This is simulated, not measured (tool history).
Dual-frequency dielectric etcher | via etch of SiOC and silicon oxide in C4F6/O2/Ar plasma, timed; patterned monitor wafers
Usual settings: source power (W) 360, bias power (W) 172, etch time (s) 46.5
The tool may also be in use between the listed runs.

run,day,source power (W),bias power (W),etch time (s),wafers since the last listed run,hours since the last wet clean,hours since the last source power generator calibration,hours since the last bias power generator calibration,hours since the last upper electrode change,hours since the gauge calibration,"read-back reference wafer on the same gauge, depth_nm",mean etch depth across the wafer (nm)
1,0.000,360,172,51.5,0,551.4,3278.4,3343.7,4041.6,14.8,50.62,54.32
2,0.329,360,172,51.5,141,559.3,3286.3,3351.6,4049.5,22.7,50.62,54.89
3,0.742,360,172,46.5,176,569.2,3296.2,3361.5,4059.4,32.6,50.53,49.50
4,1.246,360,172,46.5,216,581.3,3308.3,3373.6,4071.5,44.7,50.55,49.62
5,1.608,360,172,46.5,155,590.0,3317.0,3382.3,4080.2,53.4,50.61,49.44
6,1.925,360,172,46.5,135,597.6,3324.6,3389.9,4087.8,61.0,50.60,49.52
# day 3.025: wet clean of the chamber
7,3.046,360,172,46.5,51,0.5,3351.5,3416.8,4114.7,87.9,50.64,44.19
8,3.058,360,172,46.5,5,0.8,3351.8,3417.1,4115.0,88.2,50.67,44.16
9,3.183,360,172,39.5,53,3.8,3354.8,3420.1,4118.0,91.2,50.63,37.93
10,3.846,430,150,37.0,284,19.7,3370.7,3436.0,4133.9,107.1,50.59,36.42
# day 4.300: source power generator calibrated
# day 4.796: gauge calibrated
# day 4.958: wet clean of the chamber, repeated, since the last time left the tool worse
# day 5.175: upper electrode replaced
11,5.196,310,172,46.5,132,5.7,21.5,3468.4,0.5,9.6,50.58,44.66
12,5.212,360,206,58.5,7,6.1,21.9,3468.8,0.9,10.0,50.57,62.94
13,5.304,320,155,50.0,39,8.3,24.1,3471.0,3.1,12.2,50.54,47.36

Forecast run 14:
# day 5.492: bias power generator calibrated
14,6.038,360,172,46.5,242,25.9,41.7,13.1,20.7,29.8,?,?

Run 14 gave read-back reference wafer on the same gauge, depth_nm 50.53, mean etch depth across the wafer (nm) 47.37.
Without the tool's hidden state the same run would have given mean etch depth across the wafer (nm) 47.35.
